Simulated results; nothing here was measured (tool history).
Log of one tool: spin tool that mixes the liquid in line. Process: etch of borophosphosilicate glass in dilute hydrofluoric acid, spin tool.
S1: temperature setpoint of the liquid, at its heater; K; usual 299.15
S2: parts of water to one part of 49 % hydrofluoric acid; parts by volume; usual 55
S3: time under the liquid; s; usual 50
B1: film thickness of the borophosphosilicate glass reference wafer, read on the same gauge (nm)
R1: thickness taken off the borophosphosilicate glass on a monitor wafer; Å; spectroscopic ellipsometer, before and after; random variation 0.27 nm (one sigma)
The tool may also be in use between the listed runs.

| run | hour | S1 | S2 | S3 | B1 | R1 |
|---|---|---|---|---|---|---|
| 1 | 0 | 299.15 | 55 | 50 | 40.02 | 490.9 |
| 2 | 13.7 | 299.15 | 55 | 50 | 40 | 484.6 |
| 3 | 50.9 | 299.15 | 55 | 65 | 39.97 | 627.8 |
| 4 | 65.3 | 299.15 | 55 | 65 | 39.99 | 627.2 |
| 5 | 79.1 | 303.15 | 55 | 50 | 39.99 | 571 |
| 6 | 95.7 | 303.15 | 55 | 50 | 40.03 | 566.5 |
| 7 | 104.5 | 303.15 | 55 | 50 | 40 | 567.1 |
|  | 107.9 | thermometer replaced |
| 8 | 119.4 | 299.15 | 55 | 50 | 39.99 | 486.2 |
| 9 | 134.9 | 299.15 | 55 | 50 | 39.96 | 480.6 |
|  | 149.9 | gauge calibrated |
| 10 | 150.3 | 299.15 | 55 | 50 | 39.98 | 484.4 |
| 11 | 161 | 299.15 | 55 | 50 | 40.01 | 484.8 |
| 12 | 171.9 | 299.15 | 55 | 70 | 40.03 | 674.2 |
| 13 | 178.3 | 295.65 | 65 | 30 | 40 | 207.6 |
|  | 183 | hydrofluoric acid flow meter replaced |
| 14 | 190.1 | 294.65 | 85 | 25 | 40.02 | 135.7 |
| 15 | 203.1 | 294.65 | 30 | 30 | 40.02 | 491.1 |
| 16 | 210 | 299.15 | 55 | 50 | 40 | 521.6 |
| 17 | 224.4 | 294.65 | 40 | 20 | 40.02 | 244.3 |
| 18 | 234.2 | 301.65 | 70 | 50 | 39.96 | 442.8 |
| 19 | 247.6 | 296.15 | 25 | 30 | 39.99 | 634 |
| 20 | 264.8 | 297.65 | 55 | 40 | 40.03 | 393.2 |
| 21 | 272.5 | 299.15 | 55 | 50 | 40.01 | 521.8 |
| 22 | 284 | 297.15 | 40 | 30 | 39.98 | 403.3 |
| 23 | 291.3 | 297.15 | 40 | 30 | 39.99 | 404.9 |

3 ways to go on from here, each from the tool as it stands after run 23. What would each give?
| A | 291.7 | 299.15 | 55 | 50 | ? | ? |
| B | 291.7 | 297.15 | 55 | 50 | ? | ? |
| C | 291.7 | 299.15 | 65 | 50 | ? | ? |

| run | B1 | R1 |
|---|---|---|
| A | 40.03 | 515.2 |
| B | 40.03 | 475.1 |
| C | 40.03 | 429.7 |
Without the tool's hidden state the same runs would have given:
| run | R1 |
|---|---|
| A | 545 |
| B | 502.5 |
| C | 454.9 |
